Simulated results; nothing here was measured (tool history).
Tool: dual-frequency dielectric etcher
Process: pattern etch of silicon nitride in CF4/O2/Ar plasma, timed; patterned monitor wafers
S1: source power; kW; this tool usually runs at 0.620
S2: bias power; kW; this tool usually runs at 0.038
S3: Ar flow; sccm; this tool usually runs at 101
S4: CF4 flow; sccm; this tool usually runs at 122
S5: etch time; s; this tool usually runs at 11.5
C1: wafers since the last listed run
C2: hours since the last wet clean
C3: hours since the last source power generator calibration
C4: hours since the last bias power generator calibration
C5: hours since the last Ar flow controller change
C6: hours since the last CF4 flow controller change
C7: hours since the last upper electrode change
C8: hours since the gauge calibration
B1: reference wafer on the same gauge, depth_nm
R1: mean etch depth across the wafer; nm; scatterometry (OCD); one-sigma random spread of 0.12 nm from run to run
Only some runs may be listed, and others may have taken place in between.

Run 1, hour 0.0: usual settings but S1 0.730 kW, S2 0.031 kW, S3 119 sccm, S5 14.5 s; C1 0; C2 94.2; C3 2029.5; C4 2971.1; C5 3287.7; C6 21.9; C7 4708.5; C8 3129.7; B1 27.27. Result: R1 33.24 nm.
At hour 37.6: gauge calibrated.
Run 2, hour 46.5: usual settings but S5 10.5 s; C1 1007; C2 140.7; C3 2076.0; C4 3017.6; C5 3334.2; C6 68.4; C7 4755.0; C8 8.9; B1 27.28. Result: R1 23.57 nm.
Run 3, hour 107.3: usual settings but S5 15.0 s; C1 1317; C2 201.5; C3 2136.8; C4 3078.4; C5 3395.0; C6 129.2; C7 4815.8; C8 69.7; B1 27.30. Result: R1 34.11 nm.
Run 4, hour 169.5: usual settings but S4 133 sccm; C1 1347; C2 263.7; C3 2199.0; C4 3140.6; C5 3457.2; C6 191.4; C7 4878.0; C8 131.9; B1 27.31. Result: R1 26.43 nm.
Run 5, hour 259.0: usual settings but S1 0.740 kW, S3 86 sccm, S4 110 sccm, S5 10.0 s; C1 1939; C2 353.2; C3 2288.5; C4 3230.1; C5 3546.7; C6 280.9; C7 4967.5; C8 221.4; B1 27.31. Result: R1 25.97 nm.
At hour 551.0: wet clean of the chamber.
At hour 555.3: Ar flow controller replaced.
Run 6, hour 558.7: usual settings but S2 0.028 kW, S4 103 sccm; C1 5880; C2 7.7; C3 2588.2; C4 3529.8; C5 3.4; C6 580.6; C7 5267.2; C8 521.1; B1 27.28. Result: R1 21.12 nm.
Run 7, hour 624.4: usual settings; C1 1423; C2 73.4; C3 2653.9; C4 3595.5; C5 69.1; C6 646.3; C7 5332.9; C8 586.8; B1 27.29. Result: R1 25.85 nm.
Run 8, hour 721.4: usual settings but S2 0.032 kW, S4 110 sccm; C1 2102; C2 170.4; C3 2750.9; C4 3692.5; C5 166.1; C6 743.3; C7 5429.9; C8 683.8; B1 27.28. Result: R1 23.25 nm.
Run 9, hour 808.7: usual settings but S2 0.042 kW; C1 1891; C2 257.7; C3 2838.2; C4 3779.8; C5 253.4; C6 830.6; C7 5517.2; C8 771.1; B1 27.29. Result: R1 27.37 nm.
At hour 920.2: source power generator calibrated.
Run 10, hour 997.1: usual settings but S1 0.680 kW, S5 9.0 s; C1 3996; C2 446.1; C3 76.9; C4 3968.2; C5 441.8; C6 1019.0; C7 5705.6; C8 959.5; B1 27.32. Result: R1 22.58 nm.
Run 11, hour 1050.9: usual settings; C1 1165; C2 499.9; C3 130.7; C4 4022.0; C5 495.6; C6 1072.8; C7 5759.4; C8 1013.3; B1 27.33. Result: R1 26.57 nm.
At hour 1154.9: bias power generator calibrated.
At hour 1202.9: upper electrode replaced.
At hour 1215.0: wet clean of the chamber.
Run 12, hour 1241.3: usual settings; C1 3255; C2 26.3; C3 321.1; C4 86.4; C5 686.0; C6 1263.2; C7 38.4; C8 1203.7; B1 27.28. Result: R1 26.59 nm.
Run 13, hour 1339.0: usual settings; C1 2117; C2 124.0; C3 418.8; C4 184.1; C5 783.7; C6 1360.9; C7 136.1; C8 1301.4; B1 27.31. Result: R1 26.82 nm.
Run 14, hour 1432.1: usual settings but S4 142 sccm; C1 2017; C2 217.1; C3 511.9; C4 277.2; C5 876.8; C6 1454.0; C7 229.2; C8 1394.5; B1 27.30. Result: R1 27.53 nm.
Run 15, hour 1527.3: usual settings; C1 2063; C2 312.3; C3 607.1; C4 372.4; C5 972.0; C6 1549.2; C7 324.4; C8 1489.7; B1 27.32. Result: R1 26.88 nm.
Run 16, hour 1627.5: usual settings but S1 0.660 kW, S3 120 sccm, S4 141 sccm; C1 2171; C2 412.5; C3 707.3; C4 472.6; C5 1072.2; C6 1649.4; C7 424.6; C8 1589.9; B1 27.30. Result: R1 28.55 nm.
At hour 1642.0: source power generator calibrated, repeated, since the last time left the tool worse.
Run 17, hour 1731.9: usual settings but S2 0.047 kW, S4 131 sccm; C1 2175; C2 516.9; C3 89.9; C4 577.0; C5 1176.6; C6 1753.8; C7 529.0; C8 1694.3; B1 27.28. Result: R1 29.03 nm.
Run 18, hour 1777.8: usual settings but S2 0.045 kW, S3 89 sccm, S4 112 sccm; C1 994; C2 562.8; C3 135.8; C4 622.9; C5 1222.5; C6 1799.7; C7 574.9; C8 1740.2; B1 27.28. Result: R1 27.65 nm.
Run 19, hour 1875.4: usual settings but S1 0.780 kW; C1 2115; C2 660.4; C3 233.4; C4 720.5; C5 1320.1; C6 1897.3; C7 672.5; C8 1837.8; B1 27.31. Result: R1 31.28 nm.
At hour 1915.9: wet clean of the chamber.
Run 20, hour 1974.9: usual settings; C1 1636; C2 59.0; C3 332.9; C4 820.0; C5 1419.6; C6 1996.8; C7 772.0; C8 1937.3; B1 27.31. Result: R1 25.70 nm.
At hour 1988.6: CF4 flow controller replaced.
Run 21, hour 2013.0: usual settings but S1 0.710 kW, S2 0.034 kW, S3 119 sccm, S4 132 sccm; C1 695; C2 97.1; C3 371.0; C4 858.1; C5 1457.7; C6 24.4; C7 810.1; C8 1975.4; B1 27.28. Result: R1 27.35 nm.
Run 22, hour 2088.3: usual settings but S4 109 sccm; C1 1631; C2 172.4; C3 446.3; C4 933.4; C5 1533.0; C6 99.7; C7 885.4; C8 2050.7; B1 27.28. Result: R1 25.13 nm.

What if the next run were any one of these 3? Each begins from the tool's condition after run 22:
Run A, hour 2088.7: usual settings but S2 0.033 kW; C1 8; C2 172.8; C3 446.7; C4 933.8; C5 1533.4; C6 100.1; C7 885.8; C8 2051.1; B1 ?. Result: R1 ?.
Run B, hour 2088.7: usual settings but S4 112 sccm, S5 8.5 s; C1 8; C2 172.8; C3 446.7; C4 933.8; C5 1533.4; C6 100.1; C7 885.8; C8 2051.1; B1 ?. Result: R1 ?.
Run C, hour 2088.7: usual settings but S1 0.760 kW, S2 0.042 kW; C1 8; C2 172.8; C3 446.7; C4 933.8; C5 1533.4; C6 100.1; C7 885.8; C8 2051.1; B1 ?. Result: R1 ?.

run     B1     R1
  A  27.28  23.90
  B  27.28  18.65
  C  27.28  32.16
Without the tool's unlogged condition, the same runs would have read:
run     R1
  A  23.64
  B  18.45
  C  31.82

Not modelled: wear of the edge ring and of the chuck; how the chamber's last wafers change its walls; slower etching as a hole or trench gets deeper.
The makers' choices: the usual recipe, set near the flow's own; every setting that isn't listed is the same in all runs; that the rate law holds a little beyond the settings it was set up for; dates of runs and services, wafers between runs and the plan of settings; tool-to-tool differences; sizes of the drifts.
